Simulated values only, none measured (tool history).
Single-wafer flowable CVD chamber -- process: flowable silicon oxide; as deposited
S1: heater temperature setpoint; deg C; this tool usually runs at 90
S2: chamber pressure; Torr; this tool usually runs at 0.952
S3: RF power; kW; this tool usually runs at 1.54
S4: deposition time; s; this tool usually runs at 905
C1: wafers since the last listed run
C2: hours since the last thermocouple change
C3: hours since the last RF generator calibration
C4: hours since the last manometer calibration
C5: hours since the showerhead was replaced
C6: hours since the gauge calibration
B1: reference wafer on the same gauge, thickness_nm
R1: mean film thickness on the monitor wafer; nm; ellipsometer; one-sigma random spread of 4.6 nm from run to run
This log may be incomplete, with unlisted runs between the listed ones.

run	hour	S1	S2	S3	S4	C1	C2	C3	C4	C5	C6	B1	R1
1	0	90	0.952	1.54	905	0	1714.5	1636.7	897.7	4604.3	182.3	998.641	708.847
2	12.4	90	0.952	1.54	905	26	1726.9	1649.1	910.1	4616.7	194.7	1000.624	706.722
3	42.5	90	0.952	1.54	905	63	1757	1679.2	940.2	4646.8	224.8	1001.391	704.539
# hour 53.6: gauge calibrated
4	54.2	90	0.952	1.54	905	24	1768.7	1690.9	951.9	4658.5	0.6	996.649	706.509
5	94	90	0.952	1.54	905	84	1808.5	1730.7	991.7	4698.3	40.4	999.782	703.078
# hour 106.6: showerhead replaced
6	107.6	90	0.952	1.54	905	11	1822.1	1744.3	1005.3	1	54	999.224	702.654
7	125	94	0.952	1.54	905	36	1839.5	1761.7	1022.7	18.4	71.4	998.042	608.63
8	140.1	90	0.952	1.54	905	31	1854.6	1776.8	1037.8	33.5	86.5	999.974	705.112
# hour 148.3: thermocouple changed; heater temperature recalibrated
9	155.7	90	0.952	1.54	905	16	7.4	1792.4	1053.4	49.1	102.1	1001.391	878.304
10	170.3	102	0.952	1.54	905	30	22	1807	1068	63.7	116.7	997.746	554.103
# hour 179.2: capacitance manometer re-zeroed and calibrated
11	185.6	102	0.952	1.54	905	15	37.3	1822.3	6.4	79	132	998.416	546.653
12	215.3	98	0.952	1.54	905	62	67	1852	36.1	108.7	161.7	999.91	642.586
13	221.6	90	0.952	1.66	986	13	73.3	1858.3	42.4	115	168	999.126	967.19
14	236.3	90	0.952	1.54	905	31	88	1873	57.1	129.7	182.7	996.259	850.731
# hour 258.3: RF generator calibrated
15	258.8	103	1.115	1.415	823	30	110.5	0.5	79.6	152.2	205.2	999.078	523.575
# hour 264.8: gauge calibrated
16	268.4	90	0.952	1.54	1029	20	120.1	10.1	89.2	161.8	3.6	998.573	971.017
17	285.4	90	0.952	1.54	905	35	137.1	27.1	106.2	178.8	20.6	996.543	843.465
18	298.5	99	0.952	1.54	823	27	150.2	40.2	119.3	191.9	33.7	999.908	544.576
19	306	90	0.952	1.54	905	15	157.7	47.7	126.8	199.4	41.2	997.737	832.981
20	318.8	90	0.952	1.54	780	27	170.5	60.5	139.6	212.2	54	999.416	714.623
21	333.4	103	1.115	1.415	823	30	185.1	75.1	154.2	226.8	68.6	999.628	518.773
22	344.7	94	0.952	1.54	905	23	196.4	86.4	165.5	238.1	79.9	998.176	718.764

Run 23, settings as shown, results not yet in. Your forecast:
23	351.1	94	0.952	1.41	905	13	202.8	92.8	171.9	244.5	86.3	?	?

For run 23 the tool returned B1 999.192, R1 676.785 nm.
Minus the tool's unlogged condition, the same run would have read R1 721.182 nm.

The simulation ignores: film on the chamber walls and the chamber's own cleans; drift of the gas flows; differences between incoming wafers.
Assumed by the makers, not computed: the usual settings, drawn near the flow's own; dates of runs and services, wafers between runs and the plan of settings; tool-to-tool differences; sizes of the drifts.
